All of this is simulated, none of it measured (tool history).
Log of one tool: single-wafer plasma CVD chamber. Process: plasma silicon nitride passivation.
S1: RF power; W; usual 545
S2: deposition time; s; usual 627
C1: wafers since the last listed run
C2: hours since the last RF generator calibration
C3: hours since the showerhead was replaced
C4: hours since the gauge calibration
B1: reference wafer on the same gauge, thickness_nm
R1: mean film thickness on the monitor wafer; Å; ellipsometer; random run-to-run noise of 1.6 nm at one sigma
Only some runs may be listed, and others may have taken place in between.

run 1 hour=0.0 | S1=545 S2=627 | C1=0 C2=2558.6 C3=2104.4 C4=164.6 | B1=919.878 | R1=10180.06
run 2 hour=35.5 | S1=545 S2=627 | C1=104 C2=2594.1 C3=2139.9 C4=200.1 | B1=920.540 | R1=10149.52
run 3 hour=57.6 | S1=475 S2=627 | C1=64 C2=2616.2 C3=2162.0 C4=222.2 | B1=919.990 | R1=9771.79
run 4 hour=75.2 | S1=475 S2=627 | C1=51 C2=2633.8 C3=2179.6 C4=239.8 | B1=919.692 | R1=9766.70
run 5 hour=104.0 | S1=545 S2=627 | C1=84 C2=2662.6 C3=2208.4 C4=268.6 | B1=920.387 | R1=10146.38
run 6 hour=139.7 | S1=545 S2=627 | C1=104 C2=2698.3 C3=2244.1 C4=304.3 | B1=920.004 | R1=10144.50
run 7 hour=166.0 | S1=545 S2=627 | C1=77 C2=2724.6 C3=2270.4 C4=330.6 | B1=919.837 | R1=10123.26
run 8 hour=198.6 | S1=575 S2=723 | C1=95 C2=2757.2 C3=2303.0 C4=363.2 | B1=919.721 | R1=11876.20
run 9 hour=221.4 | S1=575 S2=723 | C1=66 C2=2780.0 C3=2325.8 C4=386.0 | B1=919.739 | R1=11853.82
run 10 hour=239.2 | S1=545 S2=627 | C1=52 C2=2797.8 C3=2343.6 C4=403.8 | B1=919.639 | R1=10108.90
run 11 hour=262.2 | S1=545 S2=627 | C1=67 C2=2820.8 C3=2366.6 C4=426.8 | B1=920.033 | R1=10130.18
-- hour=286.1 RF generator calibrated
run 12 hour=290.7 | S1=545 S2=627 | C1=60 C2=4.6 C3=2395.1 C4=455.3 | B1=919.953 | R1=10431.62
run 13 hour=313.8 | S1=590 S2=745 | C1=67 C2=27.7 C3=2418.2 C4=478.4 | B1=920.396 | R1=12651.37
run 14 hour=341.9 | S1=630 S2=574 | C1=82 C2=55.8 C3=2446.3 C4=506.5 | B1=919.810 | R1=9936.93
run 15 hour=372.1 | S1=545 S2=627 | C1=88 C2=86.0 C3=2476.5 C4=536.7 | B1=919.931 | R1=10423.87
run 16 hour=398.5 | S1=545 S2=627 | C1=77 C2=112.4 C3=2502.9 C4=563.1 | B1=919.707 | R1=10413.06
run 17 hour=425.3 | S1=520 S2=570 | C1=78 C2=139.2 C3=2529.7 C4=589.9 | B1=920.149 | R1=9334.60
run 18 hour=457.4 | S1=495 S2=573 | C1=94 C2=171.3 C3=2561.8 C4=622.0 | B1=919.843 | R1=9264.75
run 19 hour=482.0 | S1=650 S2=592 | C1=72 C2=195.9 C3=2586.4 C4=646.6 | B1=919.934 | R1=10335.30
-- hour=504.9 showerhead replaced, of another model than before
run 20 hour=513.0 | S1=545 S2=627 | C1=67 C2=226.9 C3=8.1 C4=677.6 | B1=919.952 | R1=10452.28
run 21 hour=536.7 | S1=585 S2=712 | C1=69 C2=250.6 C3=31.8 C4=701.3 | B1=920.428 | R1=12016.84
-- hour=541.3 gauge calibrated
run 22 hour=564.7 | S1=615 S2=627 | C1=82 C2=278.6 C3=59.8 C4=23.4 | B1=920.069 | R1=10707.93
run 23 hour=599.6 | S1=545 S2=627 | C1=102 C2=313.5 C3=94.7 C4=58.3 | B1=919.983 | R1=10401.55
run 24 hour=706.5 | S1=600 S2=671 | C1=313 C2=420.4 C3=201.6 C4=165.2 | B1=920.028 | R1=11396.67

Predict each of these 5 candidate next runs independently; none follows another, all start after run 24:
run A hour=707.1 | S1=545 S2=627 | C1=1 C2=421.0 C3=202.2 C4=165.8 | B1=? | R1=?
run B hour=707.1 | S1=620 S2=537 | C1=1 C2=421.0 C3=202.2 C4=165.8 | B1=? | R1=?
run C hour=707.1 | S1=500 S2=735 | C1=1 C2=421.0 C3=202.2 C4=165.8 | B1=? | R1=?
run D hour=707.1 | S1=545 S2=503 | C1=1 C2=421.0 C3=202.2 C4=165.8 | B1=? | R1=?
run E hour=707.1 | S1=545 S2=726 | C1=1 C2=421.0 C3=202.2 C4=165.8 | B1=? | R1=?

run=A B1=920.306 R1=10430.94
run=B B1=920.306 R1=9179.48
run=C B1=920.306 R1=12014.95
run=D B1=920.306 R1=8368.04
run=E B1=920.306 R1=12077.93
Stripped of hidden state, with their random variation kept, the same runs would have yielded:
run=A R1=10459.71
run=B R1=9204.80
run=C R1=12048.09
run=D R1=8391.13
run=E R1=12111.25

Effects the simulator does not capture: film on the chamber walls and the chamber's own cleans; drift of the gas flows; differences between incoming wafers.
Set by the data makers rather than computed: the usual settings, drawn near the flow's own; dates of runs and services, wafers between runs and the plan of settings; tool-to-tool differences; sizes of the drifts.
